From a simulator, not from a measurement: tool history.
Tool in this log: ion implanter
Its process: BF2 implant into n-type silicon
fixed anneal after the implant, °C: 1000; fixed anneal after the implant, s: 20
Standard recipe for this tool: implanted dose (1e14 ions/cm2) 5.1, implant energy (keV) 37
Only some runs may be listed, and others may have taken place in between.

| run | hour | implanted dose (1e14 ions/cm2) | implant energy (keV) | wafers since the last listed run | hours since the last dose calibration | hours since the extraction supply was calibrated | hours since the gauge calibration | read-back reference wafer on the same gauge, sheet resistance | sheet resistance of the implanted and annealed layer (ohm/square) |
|---|---|---|---|---|---|---|---|---|---|
| 1 | 0 | 5.1 | 37 | 0 | 227.6 | 5936.9 | 649.3 | 231.78 | 238.13 |
| 2 | 36.1 | 5.1 | 37 | 431 | 263.7 | 5973 | 685.4 | 232.17 | 237.46 |
| 3 | 77.7 | 5.65 | 43.5 | 497 | 305.3 | 6014.6 | 727 | 232.05 | 213.75 |
| 4 | 118.9 | 5.65 | 43.5 | 492 | 346.5 | 6055.8 | 768.2 | 231.79 | 214.13 |
| 5 | 173.5 | 4.44 | 37 | 652 | 401.1 | 6110.4 | 822.8 | 232.16 | 266.77 |
| 6 | 263 | 4.44 | 37 | 1070 | 490.6 | 6199.9 | 912.3 | 231.98 | 267.87 |
| 7 | 289 | 5.1 | 37 | 310 | 516.6 | 6225.9 | 938.3 | 232.01 | 239.39 |
| 8 | 336.6 | 5.1 | 37 | 569 | 564.2 | 6273.5 | 985.9 | 232.21 | 238.7 |
| 9 | 363.6 | 5.49 | 37 | 322 | 591.2 | 6300.5 | 1012.9 | 232.18 | 225.86 |
|  | 484.1 | Faraday cup replaced and dose calibrated |
| 10 | 523.4 | 5.49 | 37 | 1814 | 39.3 | 6460.3 | 1172.7 | 232.03 | 228.43 |
| 11 | 563.5 | 5.1 | 37 | 479 | 79.4 | 6500.4 | 1212.8 | 232.09 | 242.41 |
| 12 | 625 | 5.1 | 37 | 735 | 140.9 | 6561.9 | 1274.3 | 231.9 | 244.56 |
| 13 | 666.3 | 5.1 | 37 | 493 | 182.2 | 6603.2 | 1315.6 | 231.75 | 244.55 |
|  | 680.3 | Faraday cup replaced and dose calibrated, repeated, since the last time left the tool worse |
|  | 790.4 | extraction supply calibrated |
| 14 | 821.3 | 5.1 | 37 | 1661 | 141 | 30.9 | 1470.6 | 231.88 | 238.87 |
| 15 | 854.3 | 5.1 | 37 | 394 | 174 | 63.9 | 1503.6 | 232.24 | 240.42 |
|  | 920.5 | gauge calibrated |
| 16 | 923.9 | 6.31 | 37 | 832 | 243.6 | 133.5 | 3.4 | 232.06 | 201.84 |
| 17 | 982.8 | 5.1 | 28 | 704 | 302.5 | 192.4 | 62.3 | 231.92 | 250 |
| 18 | 1011.3 | 5.1 | 30 | 340 | 331 | 220.9 | 90.8 | 231.96 | 247.82 |
| 19 | 1036.8 | 6.39 | 42 | 304 | 356.5 | 246.4 | 116.3 | 232.32 | 196.54 |
| 20 | 1086.8 | 5.8 | 26 | 597 | 406.5 | 296.4 | 166.3 | 231.96 | 233.24 |
| 21 | 1112.9 | 6.09 | 25.5 | 312 | 432.6 | 322.5 | 192.4 | 231.98 | 227.74 |
| 22 | 1153.1 | 4.64 | 37 | 480 | 472.8 | 362.7 | 232.6 | 232.15 | 258.87 |
| 23 | 1190.9 | 5.99 | 48.5 | 451 | 510.6 | 400.5 | 270.4 | 232.13 | 203.81 |
| 24 | 1258.7 | 5.1 | 37 | 810 | 578.4 | 468.3 | 338.2 | 232.25 | 240.49 |
| 25 | 1288.3 | 5.1 | 37 | 353 | 608 | 497.9 | 367.8 | 231.87 | 241.38 |
| 26 | 1317 | 4.5 | 37 | 343 | 636.7 | 526.6 | 396.5 | 232.11 | 268.79 |
| 27 | 1345.3 | 5.1 | 37 | 338 | 665 | 554.9 | 424.8 | 232.08 | 240.84 |
| 28 | 1389 | 5.1 | 37 | 522 | 708.7 | 598.6 | 468.5 | 232.01 | 240.77 |
| 29 | 1430.2 | 4.57 | 41 | 492 | 749.9 | 639.8 | 509.7 | 231.9 | 263.43 |
| 30 | 1461.2 | 4.21 | 25 | 370 | 780.9 | 670.8 | 540.7 | 232.03 | 297.93 |

For each run, what was the tool's unlogged condition?
deviation of the true energy from its setpoint, %: 0 in every run
gauge reads high (%): 0 in every run
H1: deviation of the true dose from the Faraday cup's reading, %
| run | H1 |
|---|---|
| 1 | -0.313 |
| 2 | -0.394 |
| 3 | -0.486 |
| 4 | -0.578 |
| 5 | -0.699 |
| 6 | -0.898 |
| 7 | -0.956 |
| 8 | -1.06 |
| 9 | -1.12 |
| 10 | -2.87 |
| 11 | -2.96 |
| 12 | -3.1 |
| 13 | -3.19 |
| 14 | -0.881 |
| 15 | -0.955 |
| 16 | -1.11 |
| 17 | -1.24 |
| 18 | -1.3 |
| 19 | -1.36 |
| 20 | -1.47 |
| 21 | -1.53 |
| 22 | -1.62 |
| 23 | -1.7 |
| 24 | -1.85 |
| 25 | -1.92 |
| 26 | -1.98 |
| 27 | -2.05 |
| 28 | -2.14 |
| 29 | -2.24 |
| 30 | -2.3 |
